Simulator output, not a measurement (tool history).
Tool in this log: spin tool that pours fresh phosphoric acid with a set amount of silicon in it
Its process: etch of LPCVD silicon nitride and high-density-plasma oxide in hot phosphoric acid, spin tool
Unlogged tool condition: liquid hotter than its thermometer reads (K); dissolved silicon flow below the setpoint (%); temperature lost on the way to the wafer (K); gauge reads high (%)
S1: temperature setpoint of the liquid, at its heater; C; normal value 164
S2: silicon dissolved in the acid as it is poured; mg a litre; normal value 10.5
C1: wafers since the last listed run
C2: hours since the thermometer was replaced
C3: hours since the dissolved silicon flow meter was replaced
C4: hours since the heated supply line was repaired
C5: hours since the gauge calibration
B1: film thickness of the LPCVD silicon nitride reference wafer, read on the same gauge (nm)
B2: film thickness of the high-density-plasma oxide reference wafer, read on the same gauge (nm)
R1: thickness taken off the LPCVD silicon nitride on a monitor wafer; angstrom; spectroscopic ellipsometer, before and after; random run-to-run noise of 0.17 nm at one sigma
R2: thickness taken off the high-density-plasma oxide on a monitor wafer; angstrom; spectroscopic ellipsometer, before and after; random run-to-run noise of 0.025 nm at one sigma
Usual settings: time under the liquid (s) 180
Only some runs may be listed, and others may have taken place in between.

{"run": 1, "day": 0.0, "S1": 164, "S2": 10.5, "time under the liquid (s)": 255, "C1": 0, "C2": 11.2, "C3": 56.8, "C4": 1616.2, "C5": 14.9, "B1": 120, "B2": 30.008, "R1": 335.3, "R2": 14.75}
{"day": 0.354, "done": "heated supply line repaired"}
{"run": 2, "day": 2.125, "S1": 164, "S2": 10.5, "time under the liquid (s)": 255, "C1": 421, "C2": 62.2, "C3": 107.8, "C4": 42.5, "C5": 65.9, "B1": 119.98, "B2": 30.002, "R1": 334.5, "R2": 15.1}
{"run": 3, "day": 4.867, "S1": 164, "S2": 10.5, "time under the liquid (s)": 255, "C1": 554, "C2": 128, "C3": 173.6, "C4": 108.3, "C5": 131.7, "B1": 120.01, "B2": 30.028, "R1": 330.8, "R2": 14.41}
{"run": 4, "day": 6.171, "S1": 164, "S2": 10.5, "time under the liquid (s)": 180, "C1": 263, "C2": 159.3, "C3": 204.9, "C4": 139.6, "C5": 163, "B1": 120.02, "B2": 29.985, "R1": 234.6, "R2": 9.82}
{"run": 5, "day": 7.946, "S1": 164, "S2": 10.5, "time under the liquid (s)": 180, "C1": 359, "C2": 201.9, "C3": 247.5, "C4": 182.2, "C5": 205.6, "B1": 120, "B2": 30.02, "R1": 234.5, "R2": 10.48}
{"run": 6, "day": 10.829, "S1": 162.5, "S2": 8, "time under the liquid (s)": 265, "C1": 583, "C2": 271.1, "C3": 316.7, "C4": 251.4, "C5": 274.8, "B1": 120, "B2": 29.999, "R1": 333.8, "R2": 14.62}
{"run": 7, "day": 18.346, "S1": 166, "S2": 17.5, "time under the liquid (s)": 135, "C1": 1520, "C2": 451.5, "C3": 497.1, "C4": 431.8, "C5": 455.2, "B1": 119.99, "B2": 29.962, "R1": 192.1, "R2": 7.66}
{"run": 8, "day": 19.958, "S1": 161.5, "S2": 6.5, "time under the liquid (s)": 270, "C1": 326, "C2": 490.2, "C3": 535.8, "C4": 470.5, "C5": 493.9, "B1": 120.02, "B2": 29.961, "R1": 328.1, "R2": 14.76}
{"run": 9, "day": 22.425, "S1": 161.5, "S2": 2, "time under the liquid (s)": 180, "C1": 499, "C2": 549.4, "C3": 595, "C4": 529.7, "C5": 553.1, "B1": 120, "B2": 29.994, "R1": 219.8, "R2": 10.54}
{"run": 10, "day": 24.325, "S1": 166, "S2": 17.5, "time under the liquid (s)": 135, "C1": 384, "C2": 595, "C3": 640.6, "C4": 575.3, "C5": 598.7, "B1": 120.03, "B2": 30.032, "R1": 195.3, "R2": 7.59}
{"run": 11, "day": 26.642, "S1": 161.5, "S2": 18, "time under the liquid (s)": 285, "C1": 468, "C2": 650.6, "C3": 696.2, "C4": 630.9, "C5": 654.3, "B1": 120.01, "B2": 30.01, "R1": 352.1, "R2": 11.84}
{"run": 12, "day": 28.2, "S1": 166, "S2": 15.5, "time under the liquid (s)": 225, "C1": 315, "C2": 688, "C3": 733.6, "C4": 668.3, "C5": 691.7, "B1": 119.98, "B2": 29.968, "R1": 319.6, "R2": 14.04}
{"run": 13, "day": 31.138, "S1": 164, "S2": 15.5, "time under the liquid (s)": 180, "C1": 594, "C2": 758.5, "C3": 804.1, "C4": 738.8, "C5": 762.2, "B1": 119.97, "B2": 29.985, "R1": 243.6, "R2": 9.39}
{"run": 14, "day": 33.504, "S1": 164, "S2": 10.5, "time under the liquid (s)": 180, "C1": 478, "C2": 815.3, "C3": 860.9, "C4": 795.6, "C5": 819, "B1": 120, "B2": 30.034, "R1": 242.9, "R2": 10.92}
{"run": 15, "day": 34.542, "S1": 165.5, "S2": 5, "time under the liquid (s)": 285, "C1": 209, "C2": 840.2, "C3": 885.8, "C4": 820.5, "C5": 843.9, "B1": 119.99, "B2": 29.976, "R1": 407.7, "R2": 22.78}
{"run": 16, "day": 36.492, "S1": 164, "S2": 10.5, "time under the liquid (s)": 90, "C1": 394, "C2": 887, "C3": 932.6, "C4": 867.3, "C5": 890.7, "B1": 119.97, "B2": 29.999, "R1": 122.7, "R2": 5.29}
{"day": 37.629, "done": "dissolved silicon flow meter replaced"}
{"run": 17, "day": 38.238, "S1": 164, "S2": 10.5, "time under the liquid (s)": 285, "C1": 344, "C2": 928.9, "C3": 14.6, "C4": 909.2, "C5": 932.6, "B1": 120.06, "B2": 30.014, "R1": 391.6, "R2": 17.9}
{"run": 18, "day": 40.062, "S1": 162, "S2": 17, "time under the liquid (s)": 95, "C1": 369, "C2": 972.7, "C3": 58.4, "C4": 953, "C5": 976.4, "B1": 120, "B2": 30.01, "R1": 122, "R2": 4.1}
{"run": 19, "day": 41.758, "S1": 164, "S2": 10.5, "time under the liquid (s)": 180, "C1": 343, "C2": 1013.4, "C3": 99.1, "C4": 993.7, "C5": 1017.1, "B1": 120.02, "B2": 29.977, "R1": 242.6, "R2": 10.96}
{"run": 20, "day": 44.346, "S1": 161, "S2": 10.5, "time under the liquid (s)": 245, "C1": 523, "C2": 1075.5, "C3": 161.2, "C4": 1055.8, "C5": 1079.2, "B1": 119.98, "B2": 30.027, "R1": 302.9, "R2": 12.29}
{"run": 21, "day": 47.117, "S1": 166.5, "S2": 6.5, "time under the liquid (s)": 270, "C1": 560, "C2": 1142, "C3": 227.7, "C4": 1122.3, "C5": 1145.7, "B1": 120.02, "B2": 30.039, "R1": 400, "R2": 22.02}

Alternative continuations, all from the tool just after run 21; predict every row:
{"run": "A", "day": 47.138, "S1": 164, "S2": 10.5, "time under the liquid (s)": 140, "C1": 4, "C2": 1142.5, "C3": 228.2, "C4": 1122.8, "C5": 1146.2, "B1": "?", "B2": "?", "R1": "?", "R2": "?"}
{"run": "B", "day": 47.138, "S1": 162, "S2": 10.5, "time under the liquid (s)": 180, "C1": 4, "C2": 1142.5, "C3": 228.2, "C4": 1122.8, "C5": 1146.2, "B1": "?", "B2": "?", "R1": "?", "R2": "?"}
{"run": "C", "day": 47.138, "S1": 164, "S2": 5.5, "time under the liquid (s)": 180, "C1": 4, "C2": 1142.5, "C3": 228.2, "C4": 1122.8, "C5": 1146.2, "B1": "?", "B2": "?", "R1": "?", "R2": "?"}
{"run": "D", "day": 47.138, "S1": 166, "S2": 13.5, "time under the liquid (s)": 80, "C1": 4, "C2": 1142.5, "C3": 228.2, "C4": 1122.8, "C5": 1146.2, "B1": "?", "B2": "?", "R1": "?", "R2": "?"}

run=A B1=120 B2=29.988 R1=188.6 R2=9.01
run=B B1=120 B2=29.988 R1=227.1 R2=10.02
run=C B1=120 B2=29.988 R1=242.5 R2=12.89
run=D B1=120 B2=29.988 R1=115 R2=5.55
With the hidden condition removed and each run's random variation left untouched, the same runs would have given:
run=A R1=179 R2=8.03
run=B R1=215.4 R2=8.92
run=C R1=230.2 R2=11.49
run=D R1=109.2 R2=4.95
